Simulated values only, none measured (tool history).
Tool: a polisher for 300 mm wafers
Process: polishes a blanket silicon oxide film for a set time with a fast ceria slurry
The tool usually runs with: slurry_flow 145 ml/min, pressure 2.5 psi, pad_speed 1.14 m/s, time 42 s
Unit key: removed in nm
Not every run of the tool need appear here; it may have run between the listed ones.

run,hour,slurry_flow,pressure,pad_speed,time,wafers since the last listed run,wafers polished on this pad,hours since the slurry nozzle was cleaned,hours since the head pressure was calibrated,"incoming thickness of the incoming film, nm",removed
1,0,145,2.5,1.14,42,0,243,530.7,775.6,2886.7,668.2
2,19.5,145,2.5,1.14,42,273,517,550.2,795.1,2947.6,679.4
3,46.1,145,2.5,1.14,42,373,890,576.8,821.7,2858.2,675
4,60.1,145,2.5,1.14,42,196,1086,590.8,835.7,2881.7,673.5
5,90.2,145,2.5,0.98,42,422,1508,620.9,865.8,2931.3,575.9
# hour 116.6: worn pad replaced by a new one
6,117.1,145,2.5,1.14,42,321,7,647.8,892.7,2919.8,663.9
7,149.6,145,2.5,1.14,42,455,463,680.3,925.2,2885.2,647.6
8,163.5,145,2.5,1.14,42,194,658,694.2,939.1,2901.8,655.3
9,189.2,145,2.5,1.14,42,360,1018,719.9,964.8,2897,674.2
10,201.5,145,2.5,1.14,42,172,1191,732.2,977.1,2927.2,668.3
11,225.6,145,2.5,1.14,42,338,1529,756.3,1001.2,2853.8,658.4
# hour 237.1: head pressure recalibrated
# hour 238.1: slurry nozzle cleaned
12,241.3,145,2.5,1.14,42,178,1707,3.2,4.2,2886.8,707.2
# hour 248: worn pad replaced by a new one, of another model than before
13,262.4,145,2.5,1.34,42,239,202,24.3,25.3,2865.7,781.4
14,356.2,145,2.5,1.34,42,1315,1517,118.1,119.1,2905.9,765.9
15,373.5,145,2.5,1.34,42,242,1760,135.4,136.4,2859.7,761.1
# hour 396.4: worn pad replaced by a new one
16,403.9,130,2.5,1.14,42,370,104,165.8,166.8,2884.2,679.6
17,426.6,145,2.5,1.14,42,318,423,188.5,189.5,2878.2,664.2
18,443.5,195,2.5,1,48,237,660,205.4,206.4,2863.4,745.5
19,476.3,145,3,0.98,42,460,1120,238.2,239.2,2885.9,679.7

Run 20, settings as shown, results not yet in. Your forecast:
20,497.4,145,2.5,1.34,42,295,1416,259.3,260.3,2876,?

Run 20 yielded removed 743.4 nm.
The same run, on a tool lacking any hidden state, would have yielded removed 776.8 nm.

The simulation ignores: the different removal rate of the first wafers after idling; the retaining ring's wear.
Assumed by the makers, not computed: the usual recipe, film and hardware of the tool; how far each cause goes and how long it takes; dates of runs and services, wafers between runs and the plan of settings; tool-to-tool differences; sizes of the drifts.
